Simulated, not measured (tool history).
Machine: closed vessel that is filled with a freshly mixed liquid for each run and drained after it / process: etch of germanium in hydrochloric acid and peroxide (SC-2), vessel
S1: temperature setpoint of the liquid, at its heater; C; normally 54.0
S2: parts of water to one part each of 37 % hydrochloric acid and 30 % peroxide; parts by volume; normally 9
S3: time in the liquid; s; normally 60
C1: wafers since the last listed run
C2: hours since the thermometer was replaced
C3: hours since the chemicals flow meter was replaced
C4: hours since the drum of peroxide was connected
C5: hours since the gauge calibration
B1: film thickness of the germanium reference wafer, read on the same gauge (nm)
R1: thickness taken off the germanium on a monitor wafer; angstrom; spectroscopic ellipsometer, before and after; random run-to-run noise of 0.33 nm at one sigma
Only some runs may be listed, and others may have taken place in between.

run    day    S1  S2  S3    C1      C2     C3     C4     C5      B1      R1
  1  0.000  54.0   9  60     0  2343.3  389.0  578.1  186.7  120.00  1773.6
  2  0.733  54.0   9  60  1256  2360.9  406.6  595.7  204.3  119.99  1768.7
  3  0.996  54.0   9  50   449  2367.2  412.9  602.0  210.6  119.99  1478.4
     1.033  -- gauge calibrated
  4  1.512  54.0   9  60   885  2379.6  425.3  614.4   11.5  119.99  1768.0
  5  2.204  54.0   9  60  1185  2396.2  441.9  631.0   28.1  120.01  1777.4
  6  2.667  54.0   9  75   792  2407.3  453.0  642.1   39.2  120.00  2222.9
  7  3.192  54.0   9  75   899  2419.9  465.6  654.7   51.8  120.01  2218.4
  8  4.350  54.0   9  75  1984  2447.7  493.4  682.5   79.6  120.02  2222.3
  9  5.175  51.5   9  60  1413  2467.5  513.2  702.3   99.4  120.00  1653.2
 10  5.796  56.5   9  60  1063  2482.4  528.1  717.2  114.3  120.03  1920.6
     6.325  -- new drum of peroxide connected
 11  6.425  54.0   9  70  1006  2497.5  543.2    2.4  129.4  120.00  2083.0
 12  6.733  54.0   9  85   528  2504.9  550.6    9.8  136.8  119.96  2532.5
 13  7.225  54.0   9  85   842  2516.7  562.4   21.6  148.6  119.99  2531.2
 14  7.825  50.5  11  60  1028  2531.1  576.8   36.0  163.0  119.99  1569.1

Expected results for the next run?
     7.879  -- thermometer replaced
 15  8.521  58.0   9  35  1120  15.4  593.5  52.7  179.7   ?   ?

Run 15 came out at B1 119.99, R1 1088.9 angstrom.
Had the tool carried no hidden state, the very same run would have given R1 1080.7 angstrom.
